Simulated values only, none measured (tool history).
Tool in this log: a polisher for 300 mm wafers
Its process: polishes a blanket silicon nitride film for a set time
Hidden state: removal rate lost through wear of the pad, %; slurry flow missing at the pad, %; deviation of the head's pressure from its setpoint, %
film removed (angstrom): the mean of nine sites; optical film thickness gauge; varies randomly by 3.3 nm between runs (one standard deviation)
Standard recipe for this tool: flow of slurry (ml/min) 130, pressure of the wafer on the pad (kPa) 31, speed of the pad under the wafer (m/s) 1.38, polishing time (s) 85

| run | hour | flow of slurry (ml/min) | pressure of the wafer on the pad (kPa) | speed of the pad under the wafer (m/s) | polishing time (s) | wafers since the last listed run | wafers polished on this pad | hours since the slurry nozzle was cleaned | hours since the head pressure was calibrated | incoming thickness of the incoming film, nm | film removed (angstrom) |
|---|---|---|---|---|---|---|---|---|---|---|---|
| 1 | 0 | 130 | 31 | 1.38 | 85 | 0 | 1787 | 332 | 924.8 | 795.4 | 2222 |
| 2 | 15 | 130 | 31 | 1.38 | 85 | 140 | 1928 | 347 | 939.8 | 795.5 | 2220 |
| 3 | 37.2 | 130 | 31 | 1.38 | 85 | 208 | 2136 | 369.2 | 962 | 786.9 | 2184 |
|  | 74.7 | worn pad replaced by a new one |
| 4 | 88.3 | 130 | 31 | 1.38 | 85 | 441 | 128 | 420.3 | 1013.1 | 785.1 | 2163 |
| 5 | 111.1 | 130 | 31 | 1.38 | 72 | 213 | 341 | 443.1 | 1035.9 | 796.2 | 1758 |
| 6 | 142.7 | 130 | 31 | 1.38 | 72 | 296 | 638 | 474.7 | 1067.5 | 789.7 | 1784 |
| 7 | 170.2 | 130 | 31 | 1.38 | 72 | 258 | 896 | 502.2 | 1095 | 790.6 | 1783 |
|  | 176.9 | slurry nozzle cleaned |
| 8 | 191.1 | 130 | 31 | 1.54 | 70 | 186 | 1083 | 14.2 | 1115.9 | 789.6 | 2018 |
| 9 | 217.6 | 130 | 31 | 1.54 | 70 | 248 | 1331 | 40.7 | 1142.4 | 780.5 | 1955 |
| 10 | 246.1 | 130 | 31 | 1.54 | 70 | 267 | 1599 | 69.2 | 1170.9 | 778.6 | 1965 |
| 11 | 276.8 | 140 | 31 | 1.38 | 85 | 288 | 1887 | 99.9 | 1201.6 | 794.9 | 2215 |
|  | 303.2 | worn pad replaced by a new one |
| 12 | 307.7 | 140 | 31 | 1.38 | 85 | 252 | 42 | 130.8 | 1232.5 | 795.3 | 2248 |
| 13 | 341 | 130 | 26.9 | 1.38 | 85 | 312 | 354 | 164.1 | 1265.8 | 798.1 | 1888 |
| 14 | 375.5 | 130 | 26.9 | 1.38 | 85 | 323 | 678 | 198.6 | 1300.3 | 795.2 | 1933 |
| 15 | 407.4 | 130 | 31 | 1.38 | 85 | 299 | 977 | 230.5 | 1332.2 | 794.8 | 2198 |
| 16 | 423.5 | 130 | 31 | 1.38 | 85 | 151 | 1128 | 246.6 | 1348.3 | 789.2 | 2179 |
| 17 | 448.5 | 130 | 31 | 1.8 | 85 | 234 | 1363 | 271.6 | 1373.3 | 788 | 2708 |
| 18 | 471.2 | 130 | 21.4 | 1.14 | 108 | 213 | 1576 | 294.3 | 1396 | 787 | 1652 |
| 19 | 488.5 | 145 | 35.9 | 1.8 | 85 | 162 | 1738 | 311.6 | 1413.3 | 799.5 | 3214 |
| 20 | 513.8 | 130 | 31 | 1.54 | 70 | 237 | 1976 | 336.9 | 1438.6 | 778.3 | 1948 |
| 21 | 546.7 | 130 | 31 | 1.24 | 85 | 308 | 2284 | 369.8 | 1471.5 | 782.9 | 1961 |
| 22 | 573 | 115 | 35.9 | 1.38 | 56 | 246 | 2531 | 396.1 | 1497.8 | 789.6 | 1569 |
|  | 594.4 | worn pad replaced by a new one |
|  | 652 | head pressure recalibrated |
| 23 | 672.7 | 130 | 34.5 | 1.38 | 63 | 879 | 716 | 495.8 | 20.7 | 784.5 | 2032 |
|  | 687.1 | slurry nozzle cleaned |
| 24 | 705.2 | 130 | 31 | 1.78 | 85 | 295 | 1011 | 18.1 | 53.2 | 802.1 | 3043 |
| 25 | 733.5 | 165 | 40 | 1.06 | 56 | 265 | 1277 | 46.4 | 81.5 | 789.2 | 1777 |
| 26 | 765.6 | 150 | 36.5 | 1.38 | 85 | 301 | 1578 | 78.5 | 113.6 | 789.9 | 3028 |
| 27 | 788.4 | 130 | 31 | 1.38 | 85 | 213 | 1792 | 101.3 | 136.4 | 796 | 2535 |
| 28 | 821.7 | 155 | 31 | 1.38 | 85 | 312 | 2105 | 134.6 | 169.7 | 799.9 | 2519 |
|  | 840.1 | worn pad replaced by a new one |
| 29 | 840.6 | 130 | 31 | 1.38 | 85 | 139 | 4 | 153.5 | 188.6 | 785.7 | 2484 |
| 30 | 869.8 | 130 | 26.2 | 1.38 | 85 | 274 | 278 | 182.7 | 217.8 | 780.9 | 2095 |
| 31 | 893.7 | 110 | 22.1 | 1.24 | 85 | 224 | 503 | 206.6 | 241.7 | 791.7 | 1563 |
| 32 | 914.4 | 130 | 31 | 1.38 | 85 | 194 | 697 | 227.3 | 262.4 | 798.2 | 2435 |
| 33 | 939.3 | 130 | 40.7 | 1.38 | 77 | 233 | 930 | 252.2 | 287.3 | 799 | 2811 |
| 34 | 954.8 | 130 | 31 | 1.38 | 85 | 145 | 1076 | 267.7 | 302.8 | 794.4 | 2387 |
| 35 | 975.8 | 105 | 31 | 0.9 | 85 | 197 | 1273 | 288.7 | 323.8 | 778.9 | 1674 |
| 36 | 1005.9 | 130 | 40.7 | 1.38 | 85 | 282 | 1555 | 318.8 | 353.9 | 802.5 | 3051 |
| 37 | 1023.2 | 130 | 20 | 1.38 | 85 | 162 | 1718 | 336.1 | 371.2 | 785.7 | 1532 |
| 38 | 1054.1 | 95 | 40.7 | 1.38 | 85 | 289 | 2008 | 367 | 402.1 | 797.1 | 2926 |

Below are 3 alternative next runs, each starting from the tool's condition after run 38. Predict each:
| A | 1054.5 | 130 | 31 | 1.38 | 77 | 3 | 2011 | 367.4 | 402.5 | 784.6 | ? |
| B | 1054.5 | 130 | 31 | 1.62 | 69 | 3 | 2011 | 367.4 | 402.5 | 784.6 | ? |
| C | 1054.5 | 160 | 31 | 0.96 | 66 | 3 | 2011 | 367.4 | 402.5 | 784.6 | ? |

| run | film removed (angstrom) |
|---|---|
| A | 2114 |
| B | 2153 |
| C | 1398 |
With no hidden state in the tool, these same runs would have given:
| run | film removed (angstrom) |
|---|---|
| A | 2290 |
| B | 2333 |
| C | 1510 |

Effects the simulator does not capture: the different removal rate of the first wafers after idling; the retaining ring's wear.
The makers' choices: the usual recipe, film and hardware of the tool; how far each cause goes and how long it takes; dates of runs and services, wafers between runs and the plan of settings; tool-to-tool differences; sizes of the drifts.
